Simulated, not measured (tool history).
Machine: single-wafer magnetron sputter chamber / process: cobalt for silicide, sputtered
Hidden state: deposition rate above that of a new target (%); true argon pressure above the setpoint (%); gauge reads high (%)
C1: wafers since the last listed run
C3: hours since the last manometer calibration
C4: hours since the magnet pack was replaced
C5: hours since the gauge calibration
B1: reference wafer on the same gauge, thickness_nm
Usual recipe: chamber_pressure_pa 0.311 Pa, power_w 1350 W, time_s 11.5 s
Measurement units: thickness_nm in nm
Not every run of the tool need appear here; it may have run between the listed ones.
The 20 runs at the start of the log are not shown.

run 21 hour=526.1 | chamber_pressure_pa=0.425 power_w=1550 time_s=12.5 | C1=603 wafers_on_the_sputter_target=3461 C3=161.1 C4=10639.7 C5=270 | B1=6.016 | thickness_nm=8.228
run 22 hour=542.2 | chamber_pressure_pa=0.421 power_w=1650 time_s=11.5 | C1=530 wafers_on_the_sputter_target=3992 C3=177.2 C4=10655.8 C5=286.1 | B1=6.019 | thickness_nm=8.07
-- hour=558.4 magnet pack replaced
-- hour=575.7 sputter target and shields replaced
run 23 hour=576.2 | chamber_pressure_pa=0.311 power_w=1150 time_s=11.5 | C1=593 wafers_on_the_sputter_target=17 C3=211.2 C4=17.8 C5=320.1 | B1=6.024 | thickness_nm=5.77
run 24 hour=588.6 | chamber_pressure_pa=0.372 power_w=1250 time_s=12.8 | C1=408 wafers_on_the_sputter_target=426 C3=223.6 C4=30.2 C5=332.5 | B1=6.021 | thickness_nm=6.935
run 25 hour=608 | chamber_pressure_pa=0.311 power_w=1650 time_s=11.5 | C1=639 wafers_on_the_sputter_target=1066 C3=243 C4=49.6 C5=351.9 | B1=6.017 | thickness_nm=8.294
run 26 hour=622.4 | chamber_pressure_pa=0.425 power_w=1550 time_s=12.5 | C1=474 wafers_on_the_sputter_target=1541 C3=257.4 C4=64 C5=366.3 | B1=6.02 | thickness_nm=8.355
run 27 hour=637.6 | chamber_pressure_pa=0.311 power_w=1450 time_s=11.5 | C1=501 wafers_on_the_sputter_target=2042 C3=272.6 C4=79.2 C5=381.5 | B1=6.02 | thickness_nm=7.29
run 28 hour=650.1 | chamber_pressure_pa=0.311 power_w=1050 time_s=11.5 | C1=412 wafers_on_the_sputter_target=2455 C3=285.1 C4=91.7 C5=394 | B1=6.021 | thickness_nm=5.266
run 29 hour=675.5 | chamber_pressure_pa=0.241 power_w=1550 time_s=13 | C1=837 wafers_on_the_sputter_target=3292 C3=310.5 C4=117.1 C5=419.4 | B1=6.02 | thickness_nm=8.836
run 30 hour=704.6 | chamber_pressure_pa=0.311 power_w=1100 time_s=11.5 | C1=959 wafers_on_the_sputter_target=4252 C3=339.6 C4=146.2 C5=448.5 | B1=6.019 | thickness_nm=5.447
run 31 hour=723 | chamber_pressure_pa=0.311 power_w=1350 time_s=11.5 | C1=606 wafers_on_the_sputter_target=4859 C3=358 C4=164.6 C5=466.9 | B1=6.021 | thickness_nm=6.633
run 32 hour=737.6 | chamber_pressure_pa=0.196 power_w=1350 time_s=10.4 | C1=481 wafers_on_the_sputter_target=5340 C3=372.6 C4=179.2 C5=481.5 | B1=6.017 | thickness_nm=6.1
run 33 hour=751.7 | chamber_pressure_pa=0.213 power_w=1250 time_s=12.1 | C1=464 wafers_on_the_sputter_target=5805 C3=386.7 C4=193.3 C5=495.6 | B1=6.021 | thickness_nm=6.522
-- hour=763.9 sputter target and shields replaced
run 34 hour=781.4 | chamber_pressure_pa=0.208 power_w=1650 time_s=11.5 | C1=715 wafers_on_the_sputter_target=578 C3=416.4 C4=223 C5=525.3 | B1=6.02 | thickness_nm=8.495
run 35 hour=797.2 | chamber_pressure_pa=0.209 power_w=1350 time_s=12.4 | C1=521 wafers_on_the_sputter_target=1099 C3=432.2 C4=238.8 C5=541.1 | B1=6.023 | thickness_nm=7.497

Forecast each of these 4 alternatives for the next run:
run A hour=797.6 | chamber_pressure_pa=0.276 power_w=1350 time_s=11.5 | C1=13 wafers_on_the_sputter_target=1112 C3=432.6 C4=239.2 C5=541.5 | B1=? | thickness_nm=?
run B hour=797.6 | chamber_pressure_pa=0.389 power_w=1650 time_s=13.2 | C1=13 wafers_on_the_sputter_target=1112 C3=432.6 C4=239.2 C5=541.5 | B1=? | thickness_nm=?
run C hour=797.6 | chamber_pressure_pa=0.311 power_w=1350 time_s=10.9 | C1=13 wafers_on_the_sputter_target=1112 C3=432.6 C4=239.2 C5=541.5 | B1=? | thickness_nm=?
run D hour=797.6 | chamber_pressure_pa=0.434 power_w=1700 time_s=12.2 | C1=13 wafers_on_the_sputter_target=1112 C3=432.6 C4=239.2 C5=541.5 | B1=? | thickness_nm=?

run=A B1=6.018 thickness_nm=6.823
run=B B1=6.018 thickness_nm=9.401
run=C B1=6.018 thickness_nm=6.431
run=D B1=6.018 thickness_nm=8.888
Without the tool's unlogged condition, the same runs would have read:
run=A thickness_nm=6.837
run=B thickness_nm=9.42
run=C thickness_nm=6.444
run=D thickness_nm=8.906
